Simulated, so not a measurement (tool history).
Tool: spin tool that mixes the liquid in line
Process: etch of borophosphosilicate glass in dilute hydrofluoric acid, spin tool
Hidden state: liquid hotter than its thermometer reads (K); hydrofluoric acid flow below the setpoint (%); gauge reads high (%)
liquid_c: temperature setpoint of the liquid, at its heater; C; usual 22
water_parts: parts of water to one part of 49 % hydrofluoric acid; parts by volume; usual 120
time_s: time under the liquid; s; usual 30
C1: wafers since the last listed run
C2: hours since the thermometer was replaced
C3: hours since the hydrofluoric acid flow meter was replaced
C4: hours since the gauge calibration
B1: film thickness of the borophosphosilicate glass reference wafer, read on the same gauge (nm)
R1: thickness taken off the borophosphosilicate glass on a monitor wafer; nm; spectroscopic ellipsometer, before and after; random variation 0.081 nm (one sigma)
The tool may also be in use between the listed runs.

{"run": 1, "hour": 0.0, "liquid_c": 18.5, "water_parts": 140, "time_s": 30, "C1": 0, "C2": 1000.9, "C3": 718.5, "C4": 2.5, "B1": 139.81, "R1": 14.86}
{"run": 2, "hour": 18.0, "liquid_c": 18.5, "water_parts": 140, "time_s": 30, "C1": 228, "C2": 1018.9, "C3": 736.5, "C4": 20.5, "B1": 139.71, "R1": 14.88}
{"run": 3, "hour": 42.9, "liquid_c": 21, "water_parts": 120, "time_s": 30, "C1": 316, "C2": 1043.8, "C3": 761.4, "C4": 45.4, "B1": 139.56, "R1": 19.55}
{"run": 4, "hour": 99.2, "liquid_c": 22, "water_parts": 120, "time_s": 30, "C1": 714, "C2": 1100.1, "C3": 817.7, "C4": 101.7, "B1": 139.26, "R1": 20.39}
{"run": 5, "hour": 130.1, "liquid_c": 22, "water_parts": 120, "time_s": 30, "C1": 392, "C2": 1131, "C3": 848.6, "C4": 132.6, "B1": 139.13, "R1": 20.31}
{"run": 6, "hour": 163.2, "liquid_c": 22, "water_parts": 120, "time_s": 30, "C1": 420, "C2": 1164.1, "C3": 881.7, "C4": 165.7, "B1": 138.91, "R1": 20.35}
{"run": 7, "hour": 195.0, "liquid_c": 22, "water_parts": 120, "time_s": 30, "C1": 403, "C2": 1195.9, "C3": 913.5, "C4": 197.5, "B1": 138.75, "R1": 20.11}
{"run": 8, "hour": 219.5, "liquid_c": 22, "water_parts": 120, "time_s": 20, "C1": 311, "C2": 1220.4, "C3": 938, "C4": 222, "B1": 138.57, "R1": 13.53}
{"run": 9, "hour": 242.1, "liquid_c": 22, "water_parts": 120, "time_s": 20, "C1": 286, "C2": 1243, "C3": 960.6, "C4": 244.6, "B1": 138.46, "R1": 13.53}
{"run": 10, "hour": 260.1, "liquid_c": 22, "water_parts": 120, "time_s": 20, "C1": 228, "C2": 1261, "C3": 978.6, "C4": 262.6, "B1": 138.35, "R1": 13.52}
{"hour": 273.1, "done": "thermometer replaced"}
{"run": 11, "hour": 277.5, "liquid_c": 22, "water_parts": 145, "time_s": 30, "C1": 208, "C2": 4.4, "C3": 996, "C4": 280, "B1": 138.27, "R1": 16.33}
{"run": 12, "hour": 294.4, "liquid_c": 18.5, "water_parts": 120, "time_s": 40, "C1": 214, "C2": 21.3, "C3": 1012.9, "C4": 296.9, "B1": 138.18, "R1": 23.5}
{"run": 13, "hour": 330.0, "liquid_c": 17.5, "water_parts": 100, "time_s": 40, "C1": 451, "C2": 56.9, "C3": 1048.5, "C4": 332.5, "B1": 137.95, "R1": 27.41}
{"hour": 352.1, "done": "gauge calibrated"}
{"run": 14, "hour": 359.2, "liquid_c": 22, "water_parts": 120, "time_s": 40, "C1": 370, "C2": 86.1, "C3": 1077.7, "C4": 7.1, "B1": 139.64, "R1": 27.31}
{"run": 15, "hour": 392.4, "liquid_c": 22, "water_parts": 170, "time_s": 30, "C1": 421, "C2": 119.3, "C3": 1110.9, "C4": 40.3, "B1": 139.54, "R1": 13.67}
{"hour": 399.0, "done": "hydrofluoric acid flow meter replaced"}
{"run": 16, "hour": 426.4, "liquid_c": 22, "water_parts": 170, "time_s": 30, "C1": 418, "C2": 153.3, "C3": 27.4, "C4": 74.3, "B1": 139.35, "R1": 13.58}
{"run": 17, "hour": 445.4, "liquid_c": 22, "water_parts": 160, "time_s": 45, "C1": 241, "C2": 172.3, "C3": 46.4, "C4": 93.3, "B1": 139.23, "R1": 21.89}
{"run": 18, "hour": 458.3, "liquid_c": 20, "water_parts": 85, "time_s": 30, "C1": 163, "C2": 185.2, "C3": 59.3, "C4": 106.2, "B1": 139.12, "R1": 27.41}
{"run": 19, "hour": 480.1, "liquid_c": 25.5, "water_parts": 100, "time_s": 15, "C1": 276, "C2": 207, "C3": 81.1, "C4": 128, "B1": 139.04, "R1": 14.47}
{"run": 20, "hour": 502.1, "liquid_c": 22, "water_parts": 120, "time_s": 30, "C1": 279, "C2": 229, "C3": 103.1, "C4": 150, "B1": 138.87, "R1": 20.18}
{"run": 21, "hour": 526.5, "liquid_c": 22, "water_parts": 120, "time_s": 30, "C1": 309, "C2": 253.4, "C3": 127.5, "C4": 174.4, "B1": 138.77, "R1": 20.39}
{"run": 22, "hour": 599.1, "liquid_c": 18.5, "water_parts": 120, "time_s": 30, "C1": 921, "C2": 326, "C3": 200.1, "C4": 247, "B1": 138.34, "R1": 17.52}

Forecast each of these 5 alternatives for the next run:
{"run": "A", "hour": 599.5, "liquid_c": 22, "water_parts": 120, "time_s": 30, "C1": 5, "C2": 326.4, "C3": 200.5, "C4": 247.4, "B1": "?", "R1": "?"}
{"run": "B", "hour": 599.5, "liquid_c": 19, "water_parts": 85, "time_s": 15, "C1": 5, "C2": 326.4, "C3": 200.5, "C4": 247.4, "B1": "?", "R1": "?"}
{"run": "C", "hour": 599.5, "liquid_c": 22, "water_parts": 65, "time_s": 30, "C1": 5, "C2": 326.4, "C3": 200.5, "C4": 247.4, "B1": "?", "R1": "?"}
{"run": "D", "hour": 599.5, "liquid_c": 18, "water_parts": 70, "time_s": 30, "C1": 5, "C2": 326.4, "C3": 200.5, "C4": 247.4, "B1": "?", "R1": "?"}
{"run": "E", "hour": 599.5, "liquid_c": 18, "water_parts": 95, "time_s": 30, "C1": 5, "C2": 326.4, "C3": 200.5, "C4": 247.4, "B1": "?", "R1": "?"}

run=A B1=138.4 R1=20.26
run=B B1=138.4 R1=13.16
run=C B1=138.4 R1=39.93
run=D B1=138.4 R1=31.16
run=E B1=138.4 R1=22.34
Without the tool's hidden state the same runs would have given:
run=A R1=20.5
run=B R1=13.32
run=C R1=40.4
run=D R1=31.53
run=E R1=22.61

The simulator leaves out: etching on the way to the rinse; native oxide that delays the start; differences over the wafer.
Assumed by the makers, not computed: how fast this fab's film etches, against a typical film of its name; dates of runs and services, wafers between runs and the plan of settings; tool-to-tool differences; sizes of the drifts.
